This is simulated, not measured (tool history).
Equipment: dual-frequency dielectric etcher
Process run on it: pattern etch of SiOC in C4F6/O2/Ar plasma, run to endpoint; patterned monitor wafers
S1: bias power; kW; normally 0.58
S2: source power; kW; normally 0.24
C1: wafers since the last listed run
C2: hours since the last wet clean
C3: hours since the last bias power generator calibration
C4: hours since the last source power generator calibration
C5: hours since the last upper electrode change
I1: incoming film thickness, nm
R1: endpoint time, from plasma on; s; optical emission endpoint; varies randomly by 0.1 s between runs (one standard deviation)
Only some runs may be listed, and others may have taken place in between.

| run | hour | S1 | S2 | C1 | C2 | C3 | C4 | C5 | I1 | R1 |
|---|---|---|---|---|---|---|---|---|---|---|
| 1 | 0 | 0.58 | 0.24 | 0 | 312.4 | 4369 | 3384.8 | 5100.2 | 48.03 | 18 |
| 2 | 15.6 | 0.58 | 0.24 | 301 | 328 | 4384.6 | 3400.4 | 5115.8 | 47.71 | 17.8 |
| 3 | 39 | 0.516 | 0.24 | 452 | 351.4 | 4408 | 3423.8 | 5139.2 | 48.04 | 19.1 |
| 4 | 69.2 | 0.516 | 0.24 | 583 | 381.6 | 4438.2 | 3454 | 5169.4 | 47.87 | 19.1 |
| 5 | 89.6 | 0.516 | 0.24 | 394 | 402 | 4458.6 | 3474.4 | 5189.8 | 47.81 | 18.8 |
| 6 | 111.7 | 0.58 | 0.24 | 427 | 424.1 | 4480.7 | 3496.5 | 5211.9 | 47.67 | 17.9 |
| 7 | 134.9 | 0.58 | 0.24 | 448 | 447.3 | 4503.9 | 3519.7 | 5235.1 | 47.86 | 17.7 |
| 8 | 150.3 | 0.628 | 0.18 | 297 | 462.7 | 4519.3 | 3535.1 | 5250.5 | 47.32 | 18.9 |
|  | 188.8 | bias power generator calibrated |
|  | 195.2 | upper electrode replaced |
| 9 | 195.7 | 0.694 | 0.19 | 677 | 508.1 | 6.9 | 3580.5 | 0.5 | 48.32 | 17.8 |
| 10 | 200.4 | 0.672 | 0.21 | 90 | 512.8 | 11.6 | 3585.2 | 5.2 | 48.37 | 17.4 |
|  | 214 | source power generator calibrated |
|  | 237.8 | wet clean of the chamber |
| 11 | 238.3 | 0.58 | 0.24 | 194 | 0.5 | 49.5 | 24.3 | 43.1 | 47.99 | 18.9 |
| 12 | 260.7 | 0.47 | 0.28 | 433 | 22.9 | 71.9 | 46.7 | 65.5 | 48.08 | 19.8 |
| 13 | 286.5 | 0.712 | 0.29 | 498 | 48.7 | 97.7 | 72.5 | 91.3 | 47.69 | 15.5 |
| 14 | 311 | 0.58 | 0.24 | 473 | 73.2 | 122.2 | 97 | 115.8 | 48.05 | 18.5 |

Below are 5 alternative next runs, each starting from the tool's condition after run 14. Predict each:
| A | 311.4 | 0.494 | 0.24 | 7 | 73.6 | 122.6 | 97.4 | 116.2 | 47.56 | ? |
| B | 311.4 | 0.457 | 0.22 | 7 | 73.6 | 122.6 | 97.4 | 116.2 | 47.56 | ? |
| C | 311.4 | 0.452 | 0.21 | 7 | 73.6 | 122.6 | 97.4 | 116.2 | 47.56 | ? |
| D | 311.4 | 0.7 | 0.28 | 7 | 73.6 | 122.6 | 97.4 | 116.2 | 47.56 | ? |
| E | 311.4 | 0.448 | 0.21 | 7 | 73.6 | 122.6 | 97.4 | 116.2 | 47.56 | ? |

| run | R1 |
|---|---|
| A | 20 |
| B | 21.6 |
| C | 22.2 |
| D | 15.6 |
| E | 22.3 |
Take away the tool's hidden state, keep each run's random variation, and the runs would have read:
| run | R1 |
|---|---|
| A | 20 |
| B | 21.6 |
| C | 22.2 |
| D | 15.6 |
| E | 22.3 |

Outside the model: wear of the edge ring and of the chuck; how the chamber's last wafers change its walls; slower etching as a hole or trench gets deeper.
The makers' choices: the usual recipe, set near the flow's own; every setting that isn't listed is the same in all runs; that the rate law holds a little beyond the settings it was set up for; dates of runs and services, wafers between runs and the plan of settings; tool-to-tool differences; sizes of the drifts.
